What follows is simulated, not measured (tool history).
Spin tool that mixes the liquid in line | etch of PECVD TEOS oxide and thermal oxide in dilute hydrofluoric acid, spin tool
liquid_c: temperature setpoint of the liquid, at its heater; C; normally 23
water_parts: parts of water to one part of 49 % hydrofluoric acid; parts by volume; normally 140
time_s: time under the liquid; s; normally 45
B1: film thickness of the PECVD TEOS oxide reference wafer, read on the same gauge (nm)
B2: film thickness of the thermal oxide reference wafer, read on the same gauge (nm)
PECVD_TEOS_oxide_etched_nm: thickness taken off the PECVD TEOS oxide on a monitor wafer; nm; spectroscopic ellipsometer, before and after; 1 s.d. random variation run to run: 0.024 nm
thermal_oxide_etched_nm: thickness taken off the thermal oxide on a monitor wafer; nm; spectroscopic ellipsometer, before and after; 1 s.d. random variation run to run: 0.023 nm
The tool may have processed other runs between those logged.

Run 1, hour 0: usual settings but liquid_c 24.5 C; B1 62.08; B2 41.392. Result: PECVD_TEOS_oxide_etched_nm 5.1 nm, thermal_oxide_etched_nm 1.568 nm.
Run 2, hour 27.6: usual settings but liquid_c 24.5 C; B1 62.12; B2 41.429. Result: PECVD_TEOS_oxide_etched_nm 5.04 nm, thermal_oxide_etched_nm 1.571 nm.
Run 3, hour 74.8: usual settings but liquid_c 24.5 C; B1 62.22; B2 41.493. Result: PECVD_TEOS_oxide_etched_nm 5.06 nm, thermal_oxide_etched_nm 1.615 nm.
At hour 115.1: hydrofluoric acid flow meter replaced.
Run 4, hour 135.2: usual settings but time_s 40 s; B1 62.35; B2 41.577. Result: PECVD_TEOS_oxide_etched_nm 4.27 nm, thermal_oxide_etched_nm 1.357 nm.
Run 5, hour 186.1: usual settings but time_s 40 s; B1 62.47; B2 41.639. Result: PECVD_TEOS_oxide_etched_nm 4.24 nm, thermal_oxide_etched_nm 1.348 nm.
Run 6, hour 218.7: usual settings but time_s 40 s; B1 62.53; B2 41.69. Result: PECVD_TEOS_oxide_etched_nm 4.28 nm, thermal_oxide_etched_nm 1.356 nm.
At hour 260.9: gauge calibrated.
Run 7, hour 284.2: usual settings but liquid_c 28 C; B1 60.12; B2 40.075. Result: PECVD_TEOS_oxide_etched_nm 5.53 nm, thermal_oxide_etched_nm 1.72 nm.
Run 8, hour 332.4: usual settings; B1 60.11; B2 40.066. Result: PECVD_TEOS_oxide_etched_nm 4.62 nm, thermal_oxide_etched_nm 1.479 nm.
Run 9, hour 378: usual settings but liquid_c 20 C, water_parts 175 parts by volume, time_s 65 s; B1 60.08; B2 40.071. Result: PECVD_TEOS_oxide_etched_nm 4.6 nm, thermal_oxide_etched_nm 1.467 nm.
Run 10, hour 448.7: usual settings but water_parts 205 parts by volume, time_s 60 s; B1 60.12; B2 40.098. Result: PECVD_TEOS_oxide_etched_nm 3.92 nm, thermal_oxide_etched_nm 1.24 nm.
Run 11, hour 504.6: usual settings but liquid_c 26 C, water_parts 115 parts by volume, time_s 55 s; B1 60.13; B2 40.065. Result: PECVD_TEOS_oxide_etched_nm 7.96 nm, thermal_oxide_etched_nm 2.547 nm.
Run 12, hour 564.8: usual settings but water_parts 120 parts by volume, time_s 55 s; B1 60.14; B2 40.091. Result: PECVD_TEOS_oxide_etched_nm 6.75 nm, thermal_oxide_etched_nm 2.192 nm.
Run 13, hour 603.2: usual settings but liquid_c 27.5 C, water_parts 200 parts by volume, time_s 50 s; B1 60.15; B2 40.112. Result: PECVD_TEOS_oxide_etched_nm 3.96 nm, thermal_oxide_etched_nm 1.263 nm.
Run 14, hour 630.5: usual settings but time_s 35 s; B1 60.17; B2 40.123. Result: PECVD_TEOS_oxide_etched_nm 3.6 nm, thermal_oxide_etched_nm 1.133 nm.
Run 15, hour 700.7: usual settings; B1 60.2; B2 40.123. Result: PECVD_TEOS_oxide_etched_nm 4.61 nm, thermal_oxide_etched_nm 1.47 nm.
Run 16, hour 735.4: usual settings; B1 60.23; B2 40.142. Result: PECVD_TEOS_oxide_etched_nm 4.64 nm, thermal_oxide_etched_nm 1.494 nm.
Run 17, hour 786.8: usual settings but liquid_c 20 C, water_parts 175 parts by volume, time_s 65 s; B1 60.23; B2 40.147. Result: PECVD_TEOS_oxide_etched_nm 4.57 nm, thermal_oxide_etched_nm 1.44 nm.
Run 18, hour 857.2: usual settings but liquid_c 19 C, water_parts 200 parts by volume, time_s 60 s; B1 60.25; B2 40.167. Result: PECVD_TEOS_oxide_etched_nm 3.45 nm, thermal_oxide_etched_nm 1.089 nm.
At hour 880.4: thermometer replaced.
Run 19, hour 928.7: usual settings but liquid_c 27 C, water_parts 195 parts by volume, time_s 30 s; B1 60.3; B2 40.224. Result: PECVD_TEOS_oxide_etched_nm 2.41 nm, thermal_oxide_etched_nm 0.771 nm.
Run 20, hour 997.2: usual settings; B1 60.33; B2 40.246. Result: PECVD_TEOS_oxide_etched_nm 4.59 nm, thermal_oxide_etched_nm 1.487 nm.
Run 21, hour 1066.2: usual settings but liquid_c 19.5 C, water_parts 195 parts by volume, time_s 35 s; B1 60.43; B2 40.274. Result: PECVD_TEOS_oxide_etched_nm 2.15 nm, thermal_oxide_etched_nm 0.663 nm.
Run 22, hour 1124.2: usual settings but liquid_c 27 C, water_parts 70 parts by volume; B1 60.47; B2 40.328. Result: PECVD_TEOS_oxide_etched_nm 11.88 nm, thermal_oxide_etched_nm 3.769 nm.
Run 23, hour 1170.3: usual settings but water_parts 100 parts by volume, time_s 30 s; B1 60.49; B2 40.323. Result: PECVD_TEOS_oxide_etched_nm 4.52 nm, thermal_oxide_etched_nm 1.434 nm.
Run 24, hour 1214.3: usual settings but water_parts 160 parts by volume; B1 60.54; B2 40.343. Result: PECVD_TEOS_oxide_etched_nm 3.97 nm, thermal_oxide_etched_nm 1.237 nm.
Run 25, hour 1248.7: usual settings but liquid_c 19 C, water_parts 90 parts by volume, time_s 65 s; B1 60.58; B2 40.381. Result: PECVD_TEOS_oxide_etched_nm 9.38 nm, thermal_oxide_etched_nm 2.938 nm.
Run 26, hour 1284.2: usual settings but liquid_c 18.5 C, water_parts 120 parts by volume; B1 60.64; B2 40.41. Result: PECVD_TEOS_oxide_etched_nm 4.65 nm, thermal_oxide_etched_nm 1.507 nm.
Run 27, hour 1336.2: usual settings; B1 60.67; B2 40.442. Result: PECVD_TEOS_oxide_etched_nm 4.65 nm, thermal_oxide_etched_nm 1.467 nm.

Run by run, hidden condition taken away, random variation retained:
What the log doesn't record here: liquid hotter than its thermometer reads (K); hydrofluoric acid flow below the setpoint (%); gauge reads high (%).
run  PECVD_TEOS_oxide_etched_nm  thermal_oxide_etched_nm
  1                        4.93                    1.516
  2                        4.87                    1.517
  3                        4.88                    1.557
  4                        4.11                    1.306
  5                        4.07                    1.295
  6                         4.1                    1.301
  7                        5.52                    1.717
  8                        4.62                    1.477
  9                        4.59                    1.464
 10                        3.91                    1.238
 11                        7.94                    2.541
 12                        6.73                    2.187
 13                        3.95                    1.259
 14                        3.59                     1.13
 15                        4.59                    1.466
 16                        4.62                    1.488
 17                        4.55                    1.434
 18                        3.43                    1.084
 19                         2.4                    0.767
 20                        4.57                    1.478
 21                        2.13                    0.659
 22                       11.79                     3.74
 23                        4.48                    1.422
 24                        3.93                    1.226
 25                        9.29                    2.911
 26                         4.6                    1.492
 27                         4.6                    1.452
